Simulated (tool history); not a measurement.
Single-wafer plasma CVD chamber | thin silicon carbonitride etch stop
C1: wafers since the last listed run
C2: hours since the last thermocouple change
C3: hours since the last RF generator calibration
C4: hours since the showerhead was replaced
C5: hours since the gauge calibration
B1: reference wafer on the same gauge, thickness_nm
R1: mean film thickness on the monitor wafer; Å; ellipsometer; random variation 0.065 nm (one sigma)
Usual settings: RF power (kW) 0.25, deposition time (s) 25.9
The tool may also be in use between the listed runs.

Run 1, day 0: usual settings but RF power (kW) 0.27; C1 0; C2 1658; C3 465; C4 4115.6; C5 919.2; B1 15.112. Result: R1 165.17 Å.
Run 2, day 2.767: usual settings but RF power (kW) 0.265; C1 1765; C2 1724.4; C3 531.4; C4 4182; C5 985.6; B1 15.108. Result: R1 165.67 Å.
Run 3, day 7.088: usual settings but RF power (kW) 0.265; C1 2757; C2 1828.1; C3 635.1; C4 4285.7; C5 1089.3; B1 15.093. Result: R1 164.61 Å.
Run 4, day 8.958: usual settings but RF power (kW) 0.265; C1 1193; C2 1873; C3 680; C4 4330.6; C5 1134.2; B1 15.085. Result: R1 164.65 Å.
Run 5, day 11.233: usual settings; C1 1451; C2 1927.6; C3 734.6; C4 4385.2; C5 1188.8; B1 15.083. Result: R1 162.46 Å.
Run 6, day 13.792: usual settings; C1 1632; C2 1989; C3 796; C4 4446.6; C5 1250.2; B1 15.109. Result: R1 162.62 Å.
Run 7, day 16.367: usual settings; C1 1643; C2 2050.8; C3 857.8; C4 4508.4; C5 1312; B1 15.106. Result: R1 161.75 Å.
Run 8, day 19.117: usual settings; C1 1754; C2 2116.8; C3 923.8; C4 4574.4; C5 1378; B1 15.107. Result: R1 161.82 Å.
At day 21.104: showerhead replaced, of another model than before.
Run 9, day 21.121: usual settings; C1 1066; C2 2164.9; C3 971.9; C4 0.4; C5 1426.1; B1 15.103. Result: R1 162.46 Å.
Run 10, day 24.375: usual settings; C1 2076; C2 2243; C3 1050; C4 78.5; C5 1504.2; B1 15.097. Result: R1 162.3 Å.
At day 27.912: RF generator calibrated.
Run 11, day 27.967: usual settings but RF power (kW) 0.225; C1 2079; C2 2329.2; C3 1.3; C4 164.7; C5 1590.4; B1 15.12. Result: R1 160.86 Å.
At day 28.671: gauge calibrated.
Run 12, day 31.6: usual settings but RF power (kW) 0.225, deposition time (s) 21.3; C1 2318; C2 2416.4; C3 88.5; C4 251.9; C5 70.3; B1 15.116. Result: R1 133.76 Å.
Run 13, day 34.542: usual settings; C1 1877; C2 2487; C3 159.1; C4 322.5; C5 140.9; B1 15.115. Result: R1 164.58 Å.
Run 14, day 38.783: usual settings but RF power (kW) 0.29, deposition time (s) 22.8; C1 2706; C2 2588.8; C3 260.9; C4 424.3; C5 242.7; B1 15.101. Result: R1 148.24 Å.
Run 15, day 44.15: usual settings but deposition time (s) 29.3; C1 3424; C2 2717.6; C3 389.7; C4 553.1; C5 371.5; B1 15.087. Result: R1 185.29 Å.
At day 44.971: thermocouple changed; heater temperature recalibrated.
Run 16, day 46.079: usual settings but deposition time (s) 22.9; C1 1018; C2 26.6; C3 436; C4 599.4; C5 417.8; B1 15.086. Result: R1 144.76 Å.
Run 17, day 49.625: usual settings but RF power (kW) 0.225, deposition time (s) 30.1; C1 2262; C2 111.7; C3 521.1; C4 684.5; C5 502.9; B1 15.107. Result: R1 185.66 Å.
Run 18, day 53.117: usual settings; C1 2228; C2 195.5; C3 604.9; C4 768.3; C5 586.7; B1 15.097. Result: R1 163.15 Å.
Run 19, day 56.558: usual settings but RF power (kW) 0.21, deposition time (s) 24.6; C1 2196; C2 278.1; C3 687.5; C4 850.9; C5 669.3; B1 15.095. Result: R1 150.77 Å.
Run 20, day 59.95: usual settings but deposition time (s) 23.8; C1 2164; C2 359.5; C3 768.9; C4 932.3; C5 750.7; B1 15.096. Result: R1 150.38 Å.
Run 21, day 62.838: usual settings; C1 1842; C2 428.8; C3 838.2; C4 1001.6; C5 820; B1 15.105. Result: R1 163 Å.
Run 22, day 64.7: usual settings but RF power (kW) 0.21, deposition time (s) 22.1; C1 1188; C2 473.5; C3 882.9; C4 1046.3; C5 864.7; B1 15.101. Result: R1 134.68 Å.

3 ways to go on from here, each from the tool as it stands after run 22. What would each give?
Run A, day 64.717: usual settings; C1 10; C2 473.9; C3 883.3; C4 1046.7; C5 865.1; B1 ?. Result: R1 ?.
Run B, day 64.717: usual settings but RF power (kW) 0.205; C1 10; C2 473.9; C3 883.3; C4 1046.7; C5 865.1; B1 ?. Result: R1 ?.
Run C, day 64.717: usual settings but RF power (kW) 0.28; C1 10; C2 473.9; C3 883.3; C4 1046.7; C5 865.1; B1 ?. Result: R1 ?.

run      B1      R1
  A  15.094  163.63
  B  15.094  157.95
  C  15.094  167.17
Without the tool's hidden state the same runs would have given:
run      R1
  A  165.65
  B   159.9
  C  169.23

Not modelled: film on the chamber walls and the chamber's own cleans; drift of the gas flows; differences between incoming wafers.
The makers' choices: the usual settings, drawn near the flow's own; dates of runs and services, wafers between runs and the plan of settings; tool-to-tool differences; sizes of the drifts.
